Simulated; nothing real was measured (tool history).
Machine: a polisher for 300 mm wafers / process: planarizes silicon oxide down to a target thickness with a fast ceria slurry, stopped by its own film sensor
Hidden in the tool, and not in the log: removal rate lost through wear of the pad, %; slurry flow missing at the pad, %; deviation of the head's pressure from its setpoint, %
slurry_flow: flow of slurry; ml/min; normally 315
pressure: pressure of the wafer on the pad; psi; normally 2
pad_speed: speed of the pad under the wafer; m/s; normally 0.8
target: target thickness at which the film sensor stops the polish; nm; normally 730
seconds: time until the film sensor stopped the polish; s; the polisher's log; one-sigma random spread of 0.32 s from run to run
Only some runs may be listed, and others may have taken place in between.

run,day,slurry_flow,pressure,pad_speed,target,wafers since the last listed run,wafers polished on this pad,hours since the slurry nozzle was cleaned,hours since the head pressure was calibrated,"incoming thickness of the incoming film, nm",seconds
1,0,315,2,0.8,730,0,267,255.8,897.9,1211.4,47
2,0.454,315,2,0.8,730,73,340,266.7,908.8,1185.4,44.5
3,0.779,315,2,0.8,678,52,393,274.5,916.6,1190.8,49.5
4,1.121,315,2,0.8,678,55,448,282.7,924.8,1205.1,51.8
# day 1.383: worn pad replaced by a new one
5,1.404,315,2,0.8,678,18,3,289.5,931.6,1199.1,51
6,1.938,315,1.5,0.8,730,86,89,302.3,944.4,1200.8,61.9
7,2.583,315,1.5,0.8,730,104,194,317.8,959.9,1214.7,63.3
8,3.071,315,2,0.8,730,79,273,329.5,971.6,1200.2,46.2
9,3.592,315,2,0.8,730,84,357,342,984.1,1196.9,45.8
10,4.192,315,2,0.64,730,97,455,356.4,998.5,1193.2,55.5
# day 4.654: worn pad replaced by a new one
11,4.675,315,2,0.64,730,51,3,368,1010.1,1210.3,58.8
12,4.917,315,2,0.64,730,39,42,373.8,1015.9,1204.1,56.8
13,5.333,210,2,0.8,730,67,109,383.8,1025.9,1221.7,49.8
14,5.8,315,2,0.8,678,75,185,395,1037.1,1217.8,52.1
# day 6.042: slurry nozzle cleaned
15,6.442,315,1.7,0.8,730,97,282,9.6,1052.5,1225.3,53
16,7.108,315,2,1.02,626,108,390,25.6,1068.5,1190.6,40.8
17,7.625,315,2,0.7,730,83,474,38,1080.9,1216.2,51.2
# day 8.05: worn pad replaced by a new one
18,8.25,315,2,0.8,621,74,32,53,1095.9,1205.2,53.8
# day 8.604: head pressure recalibrated
19,8.625,375,2,0.52,730,47,79,62,0.5,1181,68.9
20,9.088,210,2,0.8,730,74,154,73.1,11.6,1200.5,49.3
21,9.758,380,1.5,0.8,730,108,263,89.2,27.7,1206.9,63.1
22,10.138,315,2,0.8,730,61,324,98.3,36.8,1202.3,47.9
23,10.446,315,1.3,0.8,876,49,374,105.7,44.2,1184.6,48.3
# day 10.746: worn pad replaced by a new one
24,11.012,315,2,0.58,730,64,43,119.3,57.8,1207.6,67.1

Run-by-run hidden state of the tool:
removal rate lost through wear of the pad, %: 0 at every run
H1: slurry flow missing at the pad, %
H2: deviation of the head's pressure from its setpoint, %
run,H1,H2
1,38.6,6.15
2,39.1,6.3
3,39.4,6.41
4,39.7,6.53
5,39.9,6.63
6,40.3,6.81
7,40.7,7.04
8,41,7.21
9,41.3,7.4
10,41.6,7.62
11,41.9,7.8
12,42,7.89
13,42.1,8.05
14,42.3,8.23
15,4.22,8.48
16,8.87,8.74
17,12.1,8.94
18,15.6,9.19
19,17.5,0.407
20,19.7,0.408
21,22.5,0.413
22,23.9,0.418
23,25,0.422
24,26.9,0.433

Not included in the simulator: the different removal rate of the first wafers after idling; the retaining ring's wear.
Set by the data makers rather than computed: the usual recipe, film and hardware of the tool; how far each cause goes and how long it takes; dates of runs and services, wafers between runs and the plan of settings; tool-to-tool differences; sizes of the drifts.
